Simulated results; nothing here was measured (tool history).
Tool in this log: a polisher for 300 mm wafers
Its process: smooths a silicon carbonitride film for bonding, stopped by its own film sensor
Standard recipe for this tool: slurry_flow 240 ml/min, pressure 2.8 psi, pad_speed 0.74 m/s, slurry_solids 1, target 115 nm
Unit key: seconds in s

run	hour	slurry_flow	pressure	pad_speed	slurry_solids	target	incoming thickness of the incoming film, nm	seconds
1	0	240	2.8	0.74	1	115	139.5	96.5
2	91.7	240	2.8	0.74	1	115	137.1	87.4
# hour 174.8: worn pad replaced by a new one
# hour 175.1: slurry blender recalibrated
3	196.8	240	2.8	0.74	1	115	140.2	100.7
# hour 209.9: head pressure recalibrated
4	260	240	2.8	0.74	1	115	141.3	108.1
# hour 289: slurry nozzle cleaned
5	325.4	240	2.8	0.74	1	115	141	101.1
6	417	240	2.8	0.74	1	115	139.8	95.2
# hour 482.9: slurry blender recalibrated
7	488.6	240	2.8	0.74	1	115	141	101.3
# hour 514.8: worn pad replaced by a new one
8	546.6	240	2.8	0.74	1	115	142.1	105.5
9	643.6	240	2.8	0.74	1	115	140.4	99.2
10	688.5	240	3.1	0.74	1	115	138	80.9
# hour 755.4: slurry blender recalibrated
11	755.8	240	3.1	0.74	1	115	141.3	93.4
12	819.2	240	2.8	0.74	1	115	139.3	95.9
# hour 830: worn pad replaced by a new one
13	871.5	180	2.8	0.96	1.15	121	141.4	68
# hour 893.7: head pressure recalibrated
14	932.9	240	1.8	0.74	1	115	136.8	136.5
15	1015.7	215	2.1	0.74	0.8	115	140	154.5
# hour 1023: slurry nozzle cleaned
# hour 1044.8: slurry blender recalibrated
16	1119.3	160	2.3	0.74	1	123	141.7	92.1
# hour 1172.1: worn pad replaced by a new one, of another model than before
17	1174.7	240	2.8	0.54	1	111	138.9	136.5
18	1217.9	240	2.1	0.82	1	122	141.4	82.2
19	1280.4	205	3.6	0.74	1	115	142.6	93.6
20	1381.9	155	2.8	0.74	0.8	115	141.6	132.4
# hour 1386.1: slurry blender recalibrated
# hour 1479: worn pad replaced by a new one
21	1486.3	240	2.8	0.74	1	115	139.1	94.5
22	1548.5	240	3.2	0.6	1.2	115	138	90.1
23	1594.4	285	3.1	0.66	1	120	138.7	75.5

Consider 5 possible next runs. They are alternatives, not a sequence: every one starts from the tool as it was left by run 23. What does each give?
A	1594.9	240	3.2	0.74	1	115	139.7	?
B	1594.9	240	2.5	0.86	1	115	139.7	?
C	1594.9	160	2.3	0.82	1	111	139.7	?
D	1594.9	240	2	0.74	1.2	115	139.7	?
E	1594.9	240	2.8	0.66	1	122	139.7	?

run	seconds
A	90
B	94.4
C	132.9
D	110.2
E	76.6
What these runs would have given with no unlogged condition in the tool:
run	seconds
A	87
B	91.2
C	125.4
D	106.5
E	74
